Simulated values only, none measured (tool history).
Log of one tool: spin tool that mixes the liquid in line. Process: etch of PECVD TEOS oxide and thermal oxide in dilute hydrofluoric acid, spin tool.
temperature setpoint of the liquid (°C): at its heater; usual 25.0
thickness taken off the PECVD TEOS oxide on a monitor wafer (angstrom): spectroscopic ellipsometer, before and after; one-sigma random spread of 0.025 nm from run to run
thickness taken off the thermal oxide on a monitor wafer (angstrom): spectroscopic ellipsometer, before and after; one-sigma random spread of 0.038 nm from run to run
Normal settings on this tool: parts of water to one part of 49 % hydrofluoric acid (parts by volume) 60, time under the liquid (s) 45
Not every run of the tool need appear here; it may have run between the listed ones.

run	hour	temperature setpoint of the liquid (°C)	parts of water to one part of 49 % hydrofluoric acid (parts by volume)	time under the liquid (s)	read-back film thickness of the PECVD TEOS oxide reference wafer, read on the same gauge (nm)	read-back film thickness of the thermal oxide reference wafer, read on the same gauge (nm)	thickness taken off the PECVD TEOS oxide on a monitor wafer (angstrom)	thickness taken off the thermal oxide on a monitor wafer (angstrom)
1	0.0	25.0	60	45	29.93	129.772	66.0	39.39
2	86.2	25.0	60	45	29.70	128.812	65.9	39.31
3	153.3	27.5	75	45	29.63	128.398	56.7	33.78
4	224.0	25.0	60	45	29.53	128.030	65.2	38.12
5	297.2	25.0	60	45	29.49	127.754	65.1	38.56
6	341.9	25.0	60	45	29.48	127.614	65.1	38.46
7	443.9	25.0	60	45	29.44	127.497	65.4	38.21
8	499.0	25.0	60	45	29.41	127.457	65.1	38.60
# hour 527.2: thermometer replaced
# hour 551.3: hydrofluoric acid flow meter replaced
9	560.6	27.5	60	45	29.45	127.384	71.5	42.88
# hour 573.4: gauge calibrated
10	659.3	23.0	35	20	29.60	128.354	47.3	28.47
11	711.2	28.0	85	30	29.50	127.888	33.3	20.17
12	813.6	25.0	60	45	29.38	127.241	64.9	38.59
13	850.2	27.5	80	45	29.33	127.122	52.3	31.32
14	901.6	28.5	90	45	29.34	126.948	47.8	28.22
15	1001.9	25.0	60	45	29.23	126.772	64.3	39.20
16	1066.6	29.0	60	45	29.22	126.664	75.6	44.74

What was the tool's hidden state at every run in the log?
liquid hotter than its thermometer reads (K): 0 in every run
hydrofluoric acid flow above the setpoint (%): 0 in every run
H1: gauge reads high (%)
run	H1
1	-0.197
2	-0.904
3	-1.27
4	-1.53
5	-1.71
6	-1.8
7	-1.92
8	-1.97
9	-2
10	-1.27
11	-1.62
12	-2.1
13	-2.21
14	-2.34
15	-2.51
16	-2.57
